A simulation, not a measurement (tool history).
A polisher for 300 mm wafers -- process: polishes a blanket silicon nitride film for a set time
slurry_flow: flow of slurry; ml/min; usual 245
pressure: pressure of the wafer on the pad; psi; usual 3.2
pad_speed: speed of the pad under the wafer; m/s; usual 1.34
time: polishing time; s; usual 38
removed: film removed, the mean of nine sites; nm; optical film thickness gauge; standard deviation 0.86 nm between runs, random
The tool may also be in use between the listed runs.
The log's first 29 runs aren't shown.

run   hour  slurry_flow  pressure  pad_speed  time  wafers since the last listed run  wafers polished on this pad  hours since the slurry nozzle was cleaned  hours since the head pressure was calibrated  incoming thickness of the incoming film, nm  removed
     728.6  -- head pressure recalibrated
 30  737.7          205       3.2        1.1    44                               182                          323                                      484.5                                           9.1                                        359.8     70.4
 31  750.8          290       3.7        1.6    29                               141                          465                                      497.6                                          22.2                                        361.1     70.7
 32  766.4          245       3.2       1.52    44                               168                          634                                      513.2                                          37.8                                          359     90.8
 33  789.8          245       3.2        1.7    38                               253                          887                                      536.6                                          61.2                                        357.3     84.8
 34  821.3          245         4       0.88    38                               340                         1227                                      568.1                                          92.7                                        357.4     61.2
 35  855.8          245       3.2       1.34    38                               373                         1601                                      602.6                                         127.2                                        363.3       71
 36  878.5          245       2.5          1    33                               245                         1846                                      625.3                                         149.9                                        362.5     41.4
     886.1  -- slurry nozzle cleaned
 37  893.9          245       3.2       1.34    38                               155                         2002                                        7.8                                         165.3                                          360     70.9
     905.3  -- worn pad replaced by a new one
 38  924.1          245       4.2       1.48    38                               283                          203                                         38                                         195.5                                        362.1     91.9

What if the next run were any one of these 3? Each begins from the tool's condition after run 38:
  A  924.5          245       3.2       1.34    33                                 4                          207                                       38.4                                         195.9                                        357.2        ?
  B  924.5          245       3.2       0.92    45                                 4                          207                                       38.4                                         195.9                                        357.2        ?
  C  924.5          245       2.7       1.16    29                                 4                          207                                       38.4                                         195.9                                        357.2        ?

run  removed
  A     61.8
  B     62.4
  C       43
Stripped of hidden state, with their random variation kept, the same runs would have yielded:
run  removed
  A     63.3
  B     63.9
  C     44.1
